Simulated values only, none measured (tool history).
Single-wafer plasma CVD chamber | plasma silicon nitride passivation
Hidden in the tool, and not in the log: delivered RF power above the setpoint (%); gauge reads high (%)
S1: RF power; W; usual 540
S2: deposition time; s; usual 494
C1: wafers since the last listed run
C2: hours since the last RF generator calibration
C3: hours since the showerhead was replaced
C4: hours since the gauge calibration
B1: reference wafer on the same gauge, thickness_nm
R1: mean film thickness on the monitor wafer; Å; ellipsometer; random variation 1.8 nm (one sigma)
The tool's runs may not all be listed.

run   hour   S1   S2   C1      C2      C3     C4       B1       R1
  1      0  620  494    0  1165.4  2757.5  415.6  705.915  7722.02
         1  -- gauge calibrated
  2   13.1  540  494   42  1178.5  2770.6   12.1  706.072  7371.13
  3   24.2  540  494   35  1189.6  2781.7   23.2  706.046  7405.02
  4   35.5  540  494   36  1200.9    2793   34.5   706.51  7360.39
  5     49  470  494   43  1214.4  2806.5     48  706.219  7030.58
  6   59.7  470  494   34  1225.1  2817.2   58.7   705.61  7055.67
  7   69.3  470  494   30  1234.7  2826.8   68.3  706.347  7047.68
  8   85.8  490  531   53  1251.2  2843.3   84.8   706.04  7664.55
  9   95.7  490  531   31  1261.1  2853.2   94.7  705.726  7664.17
 10  105.8  540  494   32  1271.2  2863.3  104.8  706.064  7333.21
 11  118.6  540  494   41    1284  2876.1  117.6      706  7322.73
 12  131.3  540  424   40  1296.7  2888.8  130.3  705.767  6294.46
 13    149  540  424   56  1314.4  2906.5    148  706.172  6321.82
 14  164.2  540  515   48  1329.6  2921.7  163.2  706.087  7635.62
 15  180.7  540  494   53  1346.1  2938.2  179.7  705.509  7297.02
     202.3  -- RF generator calibrated
 16  202.8  540  494   45     0.5  2960.3  201.8  705.597  7559.93
 17  210.3  540  494   24       8  2967.8  209.3  706.212  7564.57
 18  216.9  540  494   21    14.6  2974.4  215.9  706.576  7598.44
 19  250.3  635  413  107      48  3007.8  249.3  705.629  6693.01
 20  261.9  595  589   37    59.6  3019.4  260.9  705.675  9324.41
 21  279.7  455  404   57    77.4  3037.2  278.7   705.81  5834.81
       331  -- showerhead replaced
 22  331.9  470  568  142   129.6     0.9  330.9  706.048  8305.27
 23  344.2  475  524   39   141.9    13.2  343.2  705.819  7689.96
 24  356.8  540  494   40   154.5    25.8  355.8  705.867  7561.72
 25  366.2  540  494   30   163.9    35.2  365.2  706.341  7575.66
 26  379.2  580  562   41   176.9    48.2  378.2  706.017  8818.29
 27  387.1  480  421   25   184.8    56.1  386.1  705.432  6173.31
 28  393.8  445  585   21   191.5    62.8  392.8  705.621  8400.45
 29  402.5  605  442   27   200.2    71.5  401.5  705.871  7063.48
 30  408.6  540  494   19   206.3    77.6  407.6  705.905  7551.15
     419.8  -- gauge calibrated
 31  422.6  590  446   44   220.3    91.6    2.8  706.281  7021.64
 32  437.4  595  468   47   235.1   106.4   17.6  706.464  7405.53
 33  487.1  580  494  159   284.8   156.1   67.3  705.751  7748.61
 34  498.7  645  465   37   296.4   167.7   78.9  705.926  7543.61
 35  508.5  540  541   31   306.2   177.5   88.7  706.218  8251.01
 36  520.9  595  573   39   318.6   189.9  101.1  705.922  9044.39
 37  530.5  445  423   30   328.2   199.5  110.7  706.097  6047.87

Some steps in R1 between neighbouring runs. How much of each would the tool show without its hidden state too (settings, what came in, random variation), and how much is left for the hidden state, with any gauge scatter that isn't in both results?
Run 11 -> 12: S2 494 -> 424. R1 -1028.27 Å: hidden state +29.44, all else -1057.71.
Run 13 -> 14: S2 424 -> 515. R1 +1313.8 Å: hidden state -50.54, all else +1364.34.
Run 15 -> 16: RF generator calibrated. R1 +262.91 Å: hidden state +246.51, all else +16.4.
Run 20 -> 21: S1 595 -> 455, S2 589 -> 404. R1 -3489.6 Å: hidden state +6.09, all else -3495.69.
Run 26 -> 27: S1 580 -> 480, S2 562 -> 421. R1 -2644.98 Å: hidden state +5.73, all else -2650.71.
Run 36 -> 37: S1 595 -> 445, S2 573 -> 423. R1 -2996.52 Å: hidden state +9.72, all else -3006.24.
